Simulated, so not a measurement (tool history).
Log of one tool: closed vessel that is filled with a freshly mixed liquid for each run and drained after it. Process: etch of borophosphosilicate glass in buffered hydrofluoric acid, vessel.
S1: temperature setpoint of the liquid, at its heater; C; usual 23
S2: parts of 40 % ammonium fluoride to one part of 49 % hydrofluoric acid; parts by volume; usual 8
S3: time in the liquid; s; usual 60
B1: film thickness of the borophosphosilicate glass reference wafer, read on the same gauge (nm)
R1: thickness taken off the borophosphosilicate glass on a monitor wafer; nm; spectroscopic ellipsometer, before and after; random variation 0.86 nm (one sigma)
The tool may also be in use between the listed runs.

Run 1, hour 0: usual settings but S2 10 parts by volume; B1 129.99. Result: R1 135.14 nm.
Run 2, hour 16.6: usual settings but S2 10 parts by volume; B1 129.99. Result: R1 136.66 nm.
Run 3, hour 24.6: usual settings but S2 10 parts by volume; B1 129.99. Result: R1 137.77 nm.
Run 4, hour 32.7: usual settings but S1 20 C; B1 130.01. Result: R1 142.21 nm.
Run 5, hour 40.9: usual settings; B1 130.01. Result: R1 166.85 nm.
Run 6, hour 53.6: usual settings; B1 130.01. Result: R1 168.2 nm.
Run 7, hour 65.7: usual settings; B1 129.97. Result: R1 168.64 nm.
Run 8, hour 77.3: usual settings; B1 130.01. Result: R1 170.32 nm.
Run 9, hour 89.2: usual settings but S1 20 C, S3 45 s; B1 130. Result: R1 107.52 nm.
Run 10, hour 102.1: usual settings but S1 20 C, S3 45 s; B1 130. Result: R1 107.76 nm.
Run 11, hour 110.4: usual settings; B1 130. Result: R1 169.81 nm.
Run 12, hour 124.8: usual settings; B1 129.99. Result: R1 169.34 nm.
Run 13, hour 142.7: usual settings; B1 129.98. Result: R1 169.83 nm.
Run 14, hour 153.1: usual settings; B1 129.98. Result: R1 169.84 nm.
At hour 153.7: gauge calibrated.
Run 15, hour 164: usual settings; B1 130. Result: R1 172.03 nm.
Run 16, hour 190.3: usual settings; B1 130.02. Result: R1 172.73 nm.
Run 17, hour 200.1: usual settings but S2 10.5 parts by volume, S3 85 s; B1 130.01. Result: R1 190.47 nm.
Run 18, hour 212.8: usual settings but S1 20 C, S2 5.5 parts by volume, S3 30 s; B1 130.01. Result: R1 105.28 nm.
Run 19, hour 228.2: usual settings but S1 26.5 C, S2 10.5 parts by volume, S3 80 s; B1 129.99. Result: R1 218.51 nm.
Run 20, hour 244.4: usual settings but S1 25 C, S2 5.5 parts by volume, S3 30 s; B1 130.02. Result: R1 138.18 nm.
At hour 249.7: hydrofluoric acid flow meter replaced.
Run 21, hour 256.7: usual settings but S1 25.5 C, S2 10 parts by volume, S3 35 s; B1 130.01. Result: R1 94.19 nm.
Run 22, hour 264.2: usual settings but S2 9.5 parts by volume; B1 129.99. Result: R1 147.11 nm.
Run 23, hour 279.9: usual settings but S1 20.5 C, S3 40 s; B1 130. Result: R1 101.46 nm.
At hour 295: thermometer replaced.
Run 24, hour 306.2: usual settings but S1 28 C; B1 130.01. Result: R1 201.3 nm.
Run 25, hour 317.7: usual settings; B1 130.03. Result: R1 153.95 nm.
Run 26, hour 330.4: usual settings; B1 129.99. Result: R1 154.25 nm.
Run 27, hour 341.5: usual settings but S1 27.5 C, S2 6.5 parts by volume; B1 129.99. Result: R1 241.38 nm.
Run 28, hour 348.7: usual settings; B1 130.01. Result: R1 153.47 nm.
Run 29, hour 356.4: usual settings; B1 129.99. Result: R1 154.6 nm.
Run 30, hour 369.4: usual settings but S1 19.5 C, S2 9.5 parts by volume, S3 85 s; B1 130.01. Result: R1 155.03 nm.
Run 31, hour 375.5: usual settings but S1 20.5 C, S2 9 parts by volume, S3 30 s; B1 129.99. Result: R1 59.8 nm.
Run 32, hour 392: usual settings but S1 27.5 C, S2 6.5 parts by volume; B1 129.99. Result: R1 245.88 nm.

3 ways to go on from here, each from the tool as it stands after run 32. What would each give?
Run A, hour 392.7: usual settings but S1 27.5 C; B1 ?. Result: R1 ?.
Run B, hour 392.7: usual settings but S2 6 parts by volume, S3 85 s; B1 ?. Result: R1 ?.
Run C, hour 392.7: usual settings but S1 19.5 C, S2 10.5 parts by volume, S3 70 s; B1 ?. Result: R1 ?.

run   B1      R1
  A  130  199.69
  B  130  295.25
  C  130  118.56
Without the tool's hidden state the same runs would have given:
run      R1
  A  196.46
  B  290.36
  C  116.54

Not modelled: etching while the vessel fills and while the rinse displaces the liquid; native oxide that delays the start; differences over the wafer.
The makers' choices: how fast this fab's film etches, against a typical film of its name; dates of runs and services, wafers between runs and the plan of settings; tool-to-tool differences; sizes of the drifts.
